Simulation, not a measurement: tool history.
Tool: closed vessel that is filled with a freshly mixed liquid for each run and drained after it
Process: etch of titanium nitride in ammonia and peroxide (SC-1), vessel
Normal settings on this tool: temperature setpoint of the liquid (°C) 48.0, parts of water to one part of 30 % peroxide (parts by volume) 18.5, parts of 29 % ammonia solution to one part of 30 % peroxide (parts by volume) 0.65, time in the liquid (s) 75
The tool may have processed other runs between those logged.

run     day  temperature setpoint of the liquid (°C)  parts of water to one part of 30 % peroxide (parts by volume)  parts of 29 % ammonia solution to one part of 30 % peroxide (parts by volume)  time in the liquid (s)  wafers since the last listed run  hours since the thermometer was replaced  hours since the ammonia flow meter was replaced  hours since the drum of ammonia solution was connected  hours since the gauge calibration  read-back film thickness of the titanium nitride reference wafer, read on the same gauge (nm)  thickness taken off the titanium nitride on a monitor wafer (nm)
  1   0.000                                     45.5                                                           18.5                                                                           0.65                      75                                 0                                    1626.3                                           1100.4                                                   801.1                               61.1                                                                                          60.00                                                              4.44
  2   0.600                                     48.0                                                           18.5                                                                           0.65                     100                              2124                                    1640.7                                           1114.8                                                   815.5                               75.5                                                                                          60.00                                                              7.11
  3   1.038                                     48.0                                                           18.5                                                                           0.65                     100                              1548                                    1651.2                                           1125.3                                                   826.0                               86.0                                                                                          60.02                                                              7.01
  4   1.517                                     48.0                                                           18.5                                                                           0.65                     100                              1696                                    1662.7                                           1136.8                                                   837.5                               97.5                                                                                          59.99                                                              7.09
  5   2.150                                     48.0                                                           18.5                                                                           0.75                      95                              2242                                    1677.9                                           1152.0                                                   852.7                              112.7                                                                                          59.98                                                              6.85
  6   2.842                                     48.0                                                           18.5                                                                           0.75                      95                              2448                                    1694.5                                           1168.6                                                   869.3                              129.3                                                                                          59.98                                                              6.88
  7   3.408                                     48.0                                                           18.5                                                                           0.75                      95                              2006                                    1708.1                                           1182.2                                                   882.9                              142.9                                                                                          60.00                                                              6.89
      3.696  -- new drum of ammonia solution connected
  8   3.746                                     50.5                                                           18.5                                                                           0.65                      75                              1047                                    1716.2                                           1190.3                                                     1.2                              151.0                                                                                          59.97                                                              6.31
      4.321  -- thermometer replaced
  9   4.500                                     48.0                                                           15.5                                                                           0.65                      75                              2522                                       4.3                                           1208.4                                                    19.3                              169.1                                                                                          60.02                                                              5.83
 10   5.204                                     57.5                                                           27.0                                                                           0.65                      75                              2492                                      21.2                                           1225.3                                                    36.2                              186.0                                                                                          59.98                                                              8.24
 11   5.758                                     38.5                                                           21.5                                                                           0.85                      75                              1961                                      34.5                                           1238.6                                                    49.5                              199.3                                                                                          59.97                                                              2.57
 12   6.025                                     54.0                                                           16.0                                                                           0.65                      75                               944                                      40.9                                           1245.0                                                    55.9                              205.7                                                                                          59.99                                                              8.74
      6.171  -- ammonia flow meter replaced
 13   6.742                                     39.0                                                           12.0                                                                           0.55                      45                              2389                                      58.1                                             13.7                                                    73.1                              222.9                                                                                          60.02                                                              2.03
 14   7.154                                     48.0                                                           22.0                                                                           0.65                      45                              1460                                      68.0                                             23.6                                                    83.0                              232.8                                                                                          60.00                                                              2.91
 15   7.821                                     57.5                                                           13.0                                                                           0.45                      95                              2360                                      84.0                                             39.6                                                    99.0                              248.8                                                                                          59.99                                                             14.69
      8.071  -- gauge calibrated
 16   8.358                                     48.0                                                           18.5                                                                           0.65                      75                              1902                                      96.9                                             52.5                                                   111.9                                6.9                                                                                          59.98                                                              5.30
 17   8.942                                     54.0                                                           10.5                                                                           0.75                     100                              2065                                     110.9                                             66.5                                                   125.9                               20.9                                                                                          60.01                                                             14.93
 18   9.625                                     48.0                                                           18.5                                                                           0.65                      75                              2419                                     127.3                                             82.9                                                   142.3                               37.3                                                                                          60.04                                                              5.30
 19  10.271                                     38.5                                                           18.5                                                                           0.65                      90                              2286                                     142.8                                             98.4                                                   157.8                               52.8                                                                                          60.01                                                              3.18

5 ways to go on from here, each from the tool as it stands after run 19. What would each give?
  A  10.300                                     48.0                                                           18.5                                                                           0.65                      75                               103                                     143.5                                             99.1                                                   158.5                               53.5                                                                                              ?                                                                 ?
  B  10.300                                     48.0                                                           26.0                                                                           0.65                      75                               103                                     143.5                                             99.1                                                   158.5                               53.5                                                                                              ?                                                                 ?
  C  10.300                                     48.0                                                           18.5                                                                           0.75                      75                               103                                     143.5                                             99.1                                                   158.5                               53.5                                                                                              ?                                                                 ?
  D  10.300                                     48.0                                                           18.5                                                                           0.65                      95                               103                                     143.5                                             99.1                                                   158.5                               53.5                                                                                              ?                                                                 ?
  E  10.300                                     39.5                                                           18.5                                                                           0.85                      35                               103                                     143.5                                             99.1                                                   158.5                               53.5                                                                                              ?                                                                 ?

run  read-back film thickness of the titanium nitride reference wafer, read on the same gauge (nm)  thickness taken off the titanium nitride on a monitor wafer (nm)
  A                                                                                          60.02                                                              5.36
  B                                                                                          60.02                                                              4.43
  C                                                                                          60.02                                                              5.50
  D                                                                                          60.02                                                              6.79
  E                                                                                          60.02                                                              1.42
With the hidden condition removed and each run's random variation left untouched, the same runs would have given:
run  thickness taken off the titanium nitride on a monitor wafer (nm)
  A                                                              5.36
  B                                                              4.43
  C                                                              5.50
  D                                                              6.79
  E                                                              1.42
